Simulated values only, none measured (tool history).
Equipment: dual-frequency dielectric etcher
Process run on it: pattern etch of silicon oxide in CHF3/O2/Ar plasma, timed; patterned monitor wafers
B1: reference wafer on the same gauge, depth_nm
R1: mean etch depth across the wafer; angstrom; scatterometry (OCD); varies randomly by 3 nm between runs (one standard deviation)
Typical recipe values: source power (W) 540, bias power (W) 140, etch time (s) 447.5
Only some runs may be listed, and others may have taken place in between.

{"run": 1, "day": 0.0, "source power (W)": 540, "bias power (W)": 140, "etch time (s)": 447.5, "B1": 838.6, "R1": 7851}
{"run": 2, "day": 2.2, "source power (W)": 540, "bias power (W)": 140, "etch time (s)": 447.5, "B1": 839.6, "R1": 7795}
{"run": 3, "day": 5.708, "source power (W)": 540, "bias power (W)": 140, "etch time (s)": 447.5, "B1": 838.7, "R1": 7817}
{"run": 4, "day": 7.171, "source power (W)": 510, "bias power (W)": 140, "etch time (s)": 536.0, "B1": 838.9, "R1": 9126}
{"run": 5, "day": 9.362, "source power (W)": 510, "bias power (W)": 140, "etch time (s)": 536.0, "B1": 838.8, "R1": 9154}
{"run": 6, "day": 11.646, "source power (W)": 540, "bias power (W)": 140, "etch time (s)": 447.5, "B1": 839.7, "R1": 7803}
{"run": 7, "day": 13.542, "source power (W)": 540, "bias power (W)": 140, "etch time (s)": 447.5, "B1": 837.5, "R1": 7801}
{"run": 8, "day": 17.242, "source power (W)": 540, "bias power (W)": 140, "etch time (s)": 447.5, "B1": 838.1, "R1": 7847}
{"run": 9, "day": 19.275, "source power (W)": 490, "bias power (W)": 140, "etch time (s)": 447.5, "B1": 840.0, "R1": 7543}
{"run": 10, "day": 20.692, "source power (W)": 490, "bias power (W)": 140, "etch time (s)": 447.5, "B1": 839.1, "R1": 7565}
{"run": 11, "day": 21.696, "source power (W)": 490, "bias power (W)": 140, "etch time (s)": 447.5, "B1": 840.0, "R1": 7534}
{"run": 12, "day": 22.979, "source power (W)": 540, "bias power (W)": 140, "etch time (s)": 493.5, "B1": 839.9, "R1": 8612}
{"run": 13, "day": 24.021, "source power (W)": 670, "bias power (W)": 140, "etch time (s)": 317.0, "B1": 838.7, "R1": 5959}
{"run": 14, "day": 25.796, "source power (W)": 640, "bias power (W)": 140, "etch time (s)": 447.5, "B1": 838.6, "R1": 8388}
{"run": 15, "day": 27.383, "source power (W)": 540, "bias power (W)": 140, "etch time (s)": 447.5, "B1": 838.9, "R1": 7798}
{"run": 16, "day": 28.567, "source power (W)": 410, "bias power (W)": 168, "etch time (s)": 323.5, "B1": 839.0, "R1": 5314}
{"run": 17, "day": 31.042, "source power (W)": 540, "bias power (W)": 140, "etch time (s)": 447.5, "B1": 840.1, "R1": 7813}
{"run": 18, "day": 33.179, "source power (W)": 540, "bias power (W)": 171, "etch time (s)": 525.0, "B1": 839.1, "R1": 9649}
{"run": 19, "day": 34.35, "source power (W)": 420, "bias power (W)": 113, "etch time (s)": 363.0, "B1": 839.6, "R1": 5501}
{"run": 20, "day": 37.033, "source power (W)": 630, "bias power (W)": 174, "etch time (s)": 405.0, "B1": 840.2, "R1": 7907}
{"run": 21, "day": 39.875, "source power (W)": 540, "bias power (W)": 114, "etch time (s)": 447.5, "B1": 839.0, "R1": 7426}
{"run": 22, "day": 41.162, "source power (W)": 540, "bias power (W)": 140, "etch time (s)": 346.0, "B1": 839.5, "R1": 6037}
{"run": 23, "day": 42.738, "source power (W)": 540, "bias power (W)": 140, "etch time (s)": 447.5, "B1": 839.9, "R1": 7805}
{"run": 24, "day": 44.596, "source power (W)": 410, "bias power (W)": 140, "etch time (s)": 500.5, "B1": 839.0, "R1": 7867}
{"run": 25, "day": 47.075, "source power (W)": 610, "bias power (W)": 154, "etch time (s)": 506.0, "B1": 838.6, "R1": 9428}
{"run": 26, "day": 48.333, "source power (W)": 450, "bias power (W)": 140, "etch time (s)": 323.5, "B1": 839.6, "R1": 5225}
{"run": 27, "day": 50.75, "source power (W)": 540, "bias power (W)": 140, "etch time (s)": 447.5, "B1": 838.5, "R1": 7888}
{"run": 28, "day": 52.646, "source power (W)": 660, "bias power (W)": 140, "etch time (s)": 368.5, "B1": 839.1, "R1": 6924}
{"run": 29, "day": 53.783, "source power (W)": 440, "bias power (W)": 140, "etch time (s)": 447.5, "B1": 839.5, "R1": 7242}
{"run": 30, "day": 55.458, "source power (W)": 470, "bias power (W)": 112, "etch time (s)": 447.5, "B1": 839.6, "R1": 7036}

Not shown: 6 entries that the log had between the listed runs. Between which runs, and how does the tool's hidden state differ before and after?
Logged between run 2 and run 3: upper electrode replaced (day 5.688)
  no hidden state differs between the two runs
Logged between run 3 and run 4: wet clean of the chamber (day 7.150)
  no hidden state differs between the two runs
Logged between run 13 and run 14: gauge calibrated (day 24.825)
  no hidden state differs between the two runs
Logged between run 15 and run 16: source power generator calibrated (day 27.771)
  no hidden state differs between the two runs
Logged between run 17 and run 18: wet clean of the chamber (day 33.158)
  no hidden state differs between the two runs
Logged between run 19 and run 20: bias power generator calibrated (day 34.721)
  no hidden state differs between the two runs
